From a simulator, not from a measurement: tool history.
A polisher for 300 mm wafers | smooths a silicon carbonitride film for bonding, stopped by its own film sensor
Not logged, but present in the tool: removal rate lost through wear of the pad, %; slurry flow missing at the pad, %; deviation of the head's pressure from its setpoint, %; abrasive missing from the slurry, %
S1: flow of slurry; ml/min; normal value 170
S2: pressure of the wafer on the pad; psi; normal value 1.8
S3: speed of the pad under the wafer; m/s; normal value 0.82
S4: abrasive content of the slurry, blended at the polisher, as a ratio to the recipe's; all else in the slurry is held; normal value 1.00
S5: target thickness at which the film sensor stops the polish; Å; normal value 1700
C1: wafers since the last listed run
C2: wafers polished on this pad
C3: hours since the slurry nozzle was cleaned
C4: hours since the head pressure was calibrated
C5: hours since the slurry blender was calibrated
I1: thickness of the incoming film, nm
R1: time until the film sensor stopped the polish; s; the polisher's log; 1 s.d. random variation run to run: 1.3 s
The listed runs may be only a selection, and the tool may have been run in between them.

run,hour,S1,S2,S3,S4,S5,C1,C2,C3,C4,C5,I1,R1
1,0.0,170,1.8,0.82,0.75,1750,0,232,114.3,12.4,75.9,190.9,115.9
2,23.7,170,1.8,0.82,0.75,1750,185,417,138.0,36.1,99.6,190.3,113.4
3,50.5,170,1.8,0.82,1.00,1700,209,626,164.8,62.9,126.4,190.0,111.2
4,77.5,170,1.8,0.82,1.00,1700,210,837,191.8,89.9,153.4,189.1,109.1
# hour 98.8: slurry blender recalibrated
5,99.3,170,1.8,0.82,1.00,1700,154,992,213.6,111.7,0.5,192.1,117.6
# hour 118.3: worn pad replaced by a new one
6,118.8,170,1.8,0.82,1.00,1700,121,3,233.1,131.2,20.0,188.5,98.9
7,148.1,170,1.8,0.82,1.00,1700,228,232,262.4,160.5,49.3,187.8,97.7
# hour 155.5: slurry nozzle cleaned
8,169.2,170,1.8,0.82,1.00,1700,156,389,13.7,181.6,70.4,189.4,107.1
9,186.9,170,2.3,0.82,1.00,1700,138,527,31.4,199.3,88.1,191.6,95.7
10,206.7,170,2.3,0.82,1.00,1700,154,682,51.2,219.1,107.9,187.8,80.1
11,229.3,170,2.3,0.82,1.00,1700,176,858,73.8,241.7,130.5,189.3,85.6
12,246.2,170,1.8,0.82,1.00,1700,131,990,90.7,258.6,147.4,186.9,95.0
13,271.7,170,1.8,0.82,1.00,1700,199,1189,116.2,284.1,172.9,190.5,118.0
# hour 275.0: slurry blender recalibrated
14,289.2,170,1.8,0.64,1.00,1700,121,1310,133.7,301.6,14.2,193.6,150.8
# hour 297.8: worn pad replaced by a new one
15,322.7,170,1.4,0.82,1.00,1700,230,194,167.2,335.1,47.7,186.3,112.7
16,356.9,170,1.5,0.82,1.00,1700,267,461,201.4,369.3,81.9,191.9,148.5
17,382.4,170,2.3,0.82,0.85,1700,199,660,226.9,394.8,107.4,187.9,92.3
18,415.3,170,1.8,0.82,1.00,1700,256,917,259.8,427.7,140.3,186.6,93.2
# hour 427.8: head pressure recalibrated
19,442.1,215,1.8,0.82,1.15,1730,193,1111,286.6,14.3,167.1,191.3,89.7
# hour 455.9: slurry blender recalibrated
# hour 460.4: worn pad replaced by a new one
20,469.0,170,1.8,1.02,0.80,1700,163,67,313.5,41.2,13.1,188.0,97.3
# hour 491.3: slurry nozzle cleaned
21,564.9,140,1.8,0.82,1.00,1700,741,808,73.6,137.1,109.0,190.5,120.6
# hour 599.2: worn pad replaced by a new one
# hour 646.7: slurry blender recalibrated
22,658.9,170,1.4,0.90,1.00,1700,687,450,167.6,231.1,12.2,190.2,123.8
23,672.4,170,1.8,0.82,1.00,1700,105,555,181.1,244.6,25.7,191.8,118.1
24,707.5,170,1.8,0.82,1.10,1650,274,830,216.2,279.7,60.8,189.3,125.7
25,724.3,170,1.8,0.82,1.00,1700,131,961,233.0,296.5,77.6,188.1,100.9
# hour 739.2: worn pad replaced by a new one
26,782.5,170,1.8,0.82,1.00,1700,423,338,291.2,354.7,135.8,190.6,116.8

Predict each of these 3 candidate next runs independently; none follows another, all start after run 26:
A,783.0,170,1.8,0.82,1.00,1700,3,341,291.7,355.2,136.3,187.3,?
B,783.0,200,1.8,0.82,1.00,1700,3,341,291.7,355.2,136.3,187.3,?
C,783.0,170,1.8,0.82,0.90,1700,3,341,291.7,355.2,136.3,187.3,?

run,R1
A,98.4
B,95.9
C,107.5
Had the tool no hidden state, the same runs would have come out as:
run,R1
A,90.1
B,87.8
C,97.7

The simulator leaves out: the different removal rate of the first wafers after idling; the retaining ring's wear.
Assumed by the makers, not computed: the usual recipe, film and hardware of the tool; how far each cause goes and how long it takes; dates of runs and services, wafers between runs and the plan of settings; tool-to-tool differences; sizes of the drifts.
